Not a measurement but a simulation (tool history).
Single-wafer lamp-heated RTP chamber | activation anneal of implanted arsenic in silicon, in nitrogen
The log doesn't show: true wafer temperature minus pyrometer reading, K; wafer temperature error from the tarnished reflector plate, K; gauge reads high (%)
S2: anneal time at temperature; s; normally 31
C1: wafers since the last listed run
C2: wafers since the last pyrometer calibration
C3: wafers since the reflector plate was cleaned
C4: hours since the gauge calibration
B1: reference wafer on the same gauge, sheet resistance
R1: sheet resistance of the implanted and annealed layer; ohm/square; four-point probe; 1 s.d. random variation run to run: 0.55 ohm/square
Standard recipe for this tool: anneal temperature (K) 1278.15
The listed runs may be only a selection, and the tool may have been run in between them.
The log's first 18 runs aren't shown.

{"run": 19, "hour": 1687.1, "anneal temperature (K)": 1278.15, "S2": 23, "C1": 358, "C2": 5788, "C3": 11376, "C4": 197.7, "B1": 170, "R1": 157.14}
{"run": 20, "hour": 1751.1, "anneal temperature (K)": 1278.15, "S2": 31, "C1": 551, "C2": 6339, "C3": 11927, "C4": 261.7, "B1": 170.03, "R1": 154.13}
{"hour": 1877.3, "done": "pyrometer window cleaned and pyrometer calibrated"}
{"run": 21, "hour": 1893.6, "anneal temperature (K)": 1278.15, "S2": 31, "C1": 1159, "C2": 140, "C3": 13087, "C4": 404.2, "B1": 170.08, "R1": 157.06}
{"run": 22, "hour": 1944.2, "anneal temperature (K)": 1278.15, "S2": 31, "C1": 436, "C2": 576, "C3": 13523, "C4": 454.8, "B1": 169.97, "R1": 156.83}
{"hour": 1960.5, "done": "reflector plate cleaned"}
{"run": 23, "hour": 1984.7, "anneal temperature (K)": 1249.15, "S2": 39, "C1": 280, "C2": 856, "C3": 208, "C4": 495.3, "B1": 169.89, "R1": 161.63}
{"run": 24, "hour": 2091.7, "anneal temperature (K)": 1278.15, "S2": 31, "C1": 922, "C2": 1779, "C3": 1130, "C4": 602.3, "B1": 169.94, "R1": 156.61}
{"run": 25, "hour": 2139.3, "anneal temperature (K)": 1278.15, "S2": 42, "C1": 410, "C2": 2189, "C3": 1540, "C4": 649.9, "B1": 169.95, "R1": 153.63}
{"run": 26, "hour": 2203.6, "anneal temperature (K)": 1308.15, "S2": 23, "C1": 554, "C2": 2743, "C3": 2095, "C4": 714.2, "B1": 170.09, "R1": 151.12}
{"run": 27, "hour": 2268.0, "anneal temperature (K)": 1261.15, "S2": 31, "C1": 555, "C2": 3298, "C3": 2650, "C4": 778.6, "B1": 169.99, "R1": 157.74}
{"run": 28, "hour": 2341.2, "anneal temperature (K)": 1251.15, "S2": 25, "C1": 631, "C2": 3929, "C3": 3281, "C4": 851.8, "B1": 170.13, "R1": 163.73}
{"run": 29, "hour": 2384.3, "anneal temperature (K)": 1278.15, "S2": 18, "C1": 371, "C2": 4301, "C3": 3652, "C4": 894.9, "B1": 170.04, "R1": 159.96}
{"run": 30, "hour": 2459.9, "anneal temperature (K)": 1278.15, "S2": 31, "C1": 651, "C2": 4953, "C3": 4304, "C4": 970.5, "B1": 170.14, "R1": 154.44}
{"run": 31, "hour": 2535.4, "anneal temperature (K)": 1290.15, "S2": 41, "C1": 650, "C2": 5603, "C3": 4955, "C4": 1046, "B1": 170.06, "R1": 148.94}
{"hour": 2582.5, "done": "pyrometer window cleaned and pyrometer calibrated"}
{"run": 32, "hour": 2629.9, "anneal temperature (K)": 1278.15, "S2": 31, "C1": 745, "C2": 408, "C3": 5701, "C4": 1140.5, "B1": 169.97, "R1": 155.84}
{"run": 33, "hour": 2679.7, "anneal temperature (K)": 1278.15, "S2": 45, "C1": 429, "C2": 837, "C3": 6130, "C4": 1190.3, "B1": 169.96, "R1": 152.35}
{"run": 34, "hour": 2718.9, "anneal temperature (K)": 1291.15, "S2": 20, "C1": 337, "C2": 1175, "C3": 6468, "C4": 1229.5, "B1": 170.17, "R1": 156.7}
{"run": 35, "hour": 2811.8, "anneal temperature (K)": 1308.15, "S2": 16, "C1": 800, "C2": 1976, "C3": 7269, "C4": 1322.4, "B1": 169.9, "R1": 155.39}
{"run": 36, "hour": 2865.0, "anneal temperature (K)": 1294.15, "S2": 25, "C1": 458, "C2": 2435, "C3": 7727, "C4": 1375.6, "B1": 169.92, "R1": 153.21}
{"run": 37, "hour": 2916.7, "anneal temperature (K)": 1306.15, "S2": 17, "C1": 445, "C2": 2880, "C3": 8173, "C4": 1427.3, "B1": 170.08, "R1": 154.54}

Forecast each of these 3 alternatives for the next run:
{"run": "A", "hour": 2917.1, "anneal temperature (K)": 1278.15, "S2": 31, "C1": 3, "C2": 2884, "C3": 8176, "C4": 1427.7, "B1": "?", "R1": "?"}
{"run": "B", "hour": 2917.1, "anneal temperature (K)": 1261.15, "S2": 25, "C1": 3, "C2": 2884, "C3": 8176, "C4": 1427.7, "B1": "?", "R1": "?"}
{"run": "C", "hour": 2917.1, "anneal temperature (K)": 1269.15, "S2": 45, "C1": 3, "C2": 2884, "C3": 8176, "C4": 1427.7, "B1": "?", "R1": "?"}

run=A B1=170.07 R1=154.78
run=B B1=170.07 R1=160.57
run=C B1=170.07 R1=153.36
With no hidden state in the tool, these same runs would have given:
run=A R1=157.16
run=B R1=162.99
run=C R1=155.84

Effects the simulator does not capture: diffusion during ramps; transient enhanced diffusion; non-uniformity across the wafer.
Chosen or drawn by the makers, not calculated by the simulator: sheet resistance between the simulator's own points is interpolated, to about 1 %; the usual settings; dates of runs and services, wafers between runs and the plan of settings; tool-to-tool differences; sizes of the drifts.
